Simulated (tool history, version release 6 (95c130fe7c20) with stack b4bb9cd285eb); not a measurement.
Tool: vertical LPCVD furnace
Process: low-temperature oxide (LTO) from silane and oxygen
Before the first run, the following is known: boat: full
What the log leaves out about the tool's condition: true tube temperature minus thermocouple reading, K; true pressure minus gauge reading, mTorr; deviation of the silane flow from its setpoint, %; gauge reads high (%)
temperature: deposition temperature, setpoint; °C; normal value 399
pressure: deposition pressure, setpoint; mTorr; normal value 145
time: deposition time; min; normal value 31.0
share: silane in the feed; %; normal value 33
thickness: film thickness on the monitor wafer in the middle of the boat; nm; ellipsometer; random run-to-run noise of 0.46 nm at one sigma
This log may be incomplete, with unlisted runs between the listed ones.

run,hour,temperature,pressure,time,share,wafers since the last listed run,hours since the last temperature calibration,hours since the pressure gauge was zeroed,hours since the silane flow controller was replaced,hours since the gauge calibration,"read-back reference wafer on the same gauge, thickness",thickness
1,0.0,399,145,31.0,33,0,4435.6,707.0,3104.3,243.8,127.00,147.21
2,52.1,399,145,31.0,33,656,4487.7,759.1,3156.4,295.9,127.05,147.92
3,76.4,399,145,31.0,33,306,4512.0,783.4,3180.7,320.2,127.00,147.82
4,122.1,399,145,31.0,33,575,4557.7,829.1,3226.4,365.9,127.04,148.01
5,165.1,399,145,31.0,33,541,4600.7,872.1,3269.4,408.9,127.02,148.35
6,222.0,399,145,31.0,33,717,4657.6,929.0,3326.3,465.8,127.02,147.32
7,266.1,399,145,31.0,33,555,4701.7,973.1,3370.4,509.9,126.94,146.58
8,327.4,399,145,25.5,33,772,4763.0,1034.4,3431.7,571.2,126.92,121.85
9,364.6,399,145,31.0,29,468,4800.2,1071.6,3468.9,608.4,126.98,123.31
# hour 447.5: gauge calibrated
# hour 451.3: silane flow controller replaced
10,451.8,395,145,31.0,33,796,4887.4,1158.8,0.5,4.3,127.02,132.69
11,473.9,399,180,31.0,33,278,4909.5,1180.9,22.6,26.4,126.98,174.24
12,541.9,399,145,36.0,38,856,4977.5,1248.9,90.6,94.4,127.04,195.58
# hour 614.5: thermocouples replaced and temperature profile calibrated
13,615.0,399,145,31.0,33,618,0.5,1322.0,163.7,167.5,126.99,139.50
14,665.4,393,145,31.0,37,635,50.9,1372.4,214.1,217.9,126.98,152.47
# hour 737.7: pressure gauge zeroed
15,738.2,399,145,31.0,33,615,123.7,0.5,286.9,290.7,127.05,142.04
16,778.0,405,145,31.0,33,501,163.5,40.3,326.7,330.5,127.05,152.73
17,848.6,399,175,19.5,27,889,234.1,110.9,397.3,401.1,127.01,80.86
18,876.4,399,110,31.0,33,350,261.9,138.7,425.1,428.9,126.97,107.82
19,946.4,399,145,20.0,33,882,331.9,208.7,495.1,498.9,127.03,91.70

State the hidden condition of the tool at each of the runs:
true tube temperature minus thermocouple reading, K: 0 at every run
gauge reads high (%): 0 at every run
H1: true pressure minus gauge reading, mTorr
H2: deviation of the silane flow from its setpoint, %
run,H1,H2
1,-1.48,5.93
2,-1.6,6.03
3,-1.65,6.08
4,-1.74,6.17
5,-1.84,6.25
6,-1.96,6.36
7,-2.05,6.45
8,-2.18,6.57
9,-2.26,6.64
10,-2.44,0.18
11,-2.49,0.222
12,-2.64,0.354
13,-2.79,0.496
14,-2.9,0.593
15,-0.107,0.734
16,-0.192,0.811
17,-0.342,0.948
18,-0.401,1
19,-0.55,1.14
